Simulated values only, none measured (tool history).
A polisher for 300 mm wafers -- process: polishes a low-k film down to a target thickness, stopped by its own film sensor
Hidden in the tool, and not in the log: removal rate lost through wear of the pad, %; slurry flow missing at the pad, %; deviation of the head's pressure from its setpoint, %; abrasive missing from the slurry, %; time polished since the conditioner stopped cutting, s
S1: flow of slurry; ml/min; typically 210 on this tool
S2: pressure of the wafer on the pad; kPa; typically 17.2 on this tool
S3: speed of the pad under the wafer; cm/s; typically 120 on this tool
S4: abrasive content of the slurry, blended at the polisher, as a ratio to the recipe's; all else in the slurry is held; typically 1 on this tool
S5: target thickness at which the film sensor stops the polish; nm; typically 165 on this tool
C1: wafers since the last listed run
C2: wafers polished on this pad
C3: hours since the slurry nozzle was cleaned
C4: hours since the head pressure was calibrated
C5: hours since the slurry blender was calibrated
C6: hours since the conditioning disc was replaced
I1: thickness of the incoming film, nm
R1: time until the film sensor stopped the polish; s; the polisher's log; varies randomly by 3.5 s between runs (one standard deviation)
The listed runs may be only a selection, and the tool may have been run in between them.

Run 1, hour 0: usual settings; C1 0; C2 378; C3 169.7; C4 1074.6; C5 102.2; C6 206.1; I1 260.6. Result: R1 175.8 s.
At hour 34.3: head pressure recalibrated.
Run 2, hour 35.4: usual settings; C1 276; C2 654; C3 205.1; C4 1.1; C5 137.6; C6 241.5; I1 261.7. Result: R1 178.3 s.
Run 3, hour 77.8: usual settings; C1 350; C2 1005; C3 247.5; C4 43.5; C5 180; C6 283.9; I1 257.6. Result: R1 171.1 s.
Run 4, hour 118: usual settings but S2 12.4 kPa; C1 332; C2 1338; C3 287.7; C4 83.7; C5 220.2; C6 324.1; I1 254.9. Result: R1 204.9 s.
Run 5, hour 155.1: usual settings but S5 191 nm; C1 306; C2 1645; C3 324.8; C4 120.8; C5 257.3; C6 361.2; I1 259.9. Result: R1 133.7 s.
At hour 176.3: conditioning disc replaced and pad reconditioned.
Run 6, hour 208.2: usual settings; C1 422; C2 2067; C3 377.9; C4 173.9; C5 310.4; C6 31.9; I1 264.3. Result: R1 197.6 s.
At hour 233.4: slurry nozzle cleaned.
Run 7, hour 244.3: usual settings but S1 170 ml/min; C1 290; C2 2358; C3 10.9; C4 210; C5 346.5; C6 68; I1 264.6. Result: R1 203.6 s.
At hour 260.7: slurry blender recalibrated.
Run 8, hour 301.3: usual settings; C1 455; C2 2813; C3 67.9; C4 267; C5 40.6; C6 125; I1 261.7. Result: R1 201.9 s.
At hour 311.1: worn pad replaced by a new one.
Run 9, hour 334.9: usual settings but S1 185 ml/min, S3 106 cm/s, S5 184 nm; C1 244; C2 197; C3 101.5; C4 300.6; C5 74.2; C6 158.6; I1 257.4. Result: R1 155.6 s.
Run 10, hour 369.7: usual settings but S5 153 nm; C1 287; C2 485; C3 136.3; C4 335.4; C5 109; C6 193.4; I1 259.1. Result: R1 203.8 s.
Run 11, hour 402.2: usual settings but S1 230 ml/min, S2 13.1 kPa; C1 268; C2 754; C3 168.8; C4 367.9; C5 141.5; C6 225.9; I1 258.7. Result: R1 202.6 s.
Run 12, hour 446.9: usual settings but S1 145 ml/min, S3 98 cm/s; C1 369; C2 1123; C3 213.5; C4 412.6; C5 186.2; C6 270.6; I1 258.2. Result: R1 214 s.
Run 13, hour 517.6: usual settings but S1 190 ml/min, S3 80 cm/s; C1 584; C2 1708; C3 284.2; C4 483.3; C5 256.9; C6 341.3; I1 256. Result: R1 244.8 s.
At hour 543.4: conditioning disc replaced and pad reconditioned.
Run 14, hour 549.8: usual settings; C1 249; C2 1958; C3 316.4; C4 515.5; C5 289.1; C6 6.4; I1 260.2. Result: R1 178.3 s.
Run 15, hour 609: usual settings but S1 275 ml/min, S3 160 cm/s, S4 0.85, S5 152 nm; C1 489; C2 2448; C3 375.6; C4 574.7; C5 348.3; C6 65.6; I1 260.9. Result: R1 198.2 s.
At hour 623.6: slurry blender recalibrated.
At hour 637.4: slurry nozzle cleaned.
Run 16, hour 666.5: usual settings but S1 165 ml/min, S2 22.1 kPa; C1 450; C2 2899; C3 29.1; C4 632.2; C5 42.9; C6 123.1; I1 260.5. Result: R1 181.3 s.
Run 17, hour 693.7: usual settings but S1 180 ml/min, S2 21.4 kPa, S4 1.2, S5 185 nm; C1 225; C2 3124; C3 56.3; C4 659.4; C5 70.1; C6 150.3; I1 260.7. Result: R1 127.4 s.
At hour 714.4: worn pad replaced by a new one.
Run 18, hour 746.9: usual settings; C1 407; C2 269; C3 109.5; C4 712.6; C5 123.3; C6 203.5; I1 256.4. Result: R1 171.9 s.
Run 19, hour 810.2: usual settings; C1 523; C2 792; C3 172.8; C4 775.9; C5 186.6; C6 266.8; I1 260. Result: R1 182.3 s.
Run 20, hour 841.3: usual settings but S2 22.8 kPa; C1 257; C2 1050; C3 203.9; C4 807; C5 217.7; C6 297.9; I1 257.8. Result: R1 151.1 s.
Run 21, hour 898.8: usual settings but S1 235 ml/min, S3 142 cm/s, S4 1.15, S5 152 nm; C1 475; C2 1525; C3 261.4; C4 864.5; C5 275.2; C6 355.4; I1 265.9. Result: R1 175.6 s.
At hour 906.9: conditioning disc replaced and pad reconditioned.
At hour 928.1: head pressure recalibrated.
Run 22, hour 939.2: usual settings but S1 280 ml/min, S4 1.25; C1 301; C2 1826; C3 301.8; C4 11.1; C5 315.6; C6 32.3; I1 261.9. Result: R1 161.6 s.
Run 23, hour 972.4: usual settings but S1 250 ml/min, S2 11.7 kPa, S4 0.85; C1 274; C2 2101; C3 335; C4 44.3; C5 348.8; C6 65.5; I1 259.9. Result: R1 271.4 s.
At hour 984.7: slurry nozzle cleaned.
Run 24, hour 1021.8: usual settings but S1 255 ml/min, S2 18.6 kPa, S3 84 cm/s, S5 196 nm; C1 400; C2 2502; C3 37.1; C4 93.7; C5 398.2; C6 114.9; I1 258.5. Result: R1 162 s.
At hour 1034.7: slurry blender recalibrated.
At hour 1053.6: worn pad replaced by a new one.
Run 25, hour 1070.4: usual settings; C1 352; C2 138; C3 85.7; C4 142.3; C5 35.7; C6 163.5; I1 264.7. Result: R1 181.8 s.

Branching from run 25: 4 alternative next runs. What would each branch give?
Run A, hour 1070.9: usual settings but S5 180 nm; C1 4; C2 142; C3 86.2; C4 142.8; C5 36.2; C6 164; I1 261.3. Result: R1 ?.
Run B, hour 1070.9: usual settings but S3 160 cm/s; C1 4; C2 142; C3 86.2; C4 142.8; C5 36.2; C6 164; I1 261.3. Result: R1 ?.
Run C, hour 1070.9: usual settings but S1 185 ml/min, S3 88 cm/s, S4 1.25, S5 146 nm; C1 4; C2 142; C3 86.2; C4 142.8; C5 36.2; C6 164; I1 261.3. Result: R1 ?.
Run D, hour 1070.9: usual settings but S3 142 cm/s, S4 1.2, S5 137 nm; C1 4; C2 142; C3 86.2; C4 142.8; C5 36.2; C6 164; I1 261.3. Result: R1 ?.

run     R1
  A  153.2
  B  144.2
  C  245.4
  D  181.8
With no hidden state in the tool, these same runs would have given:
run     R1
  A  151.8
  B  142.8
  C  243.1
  D  180.1
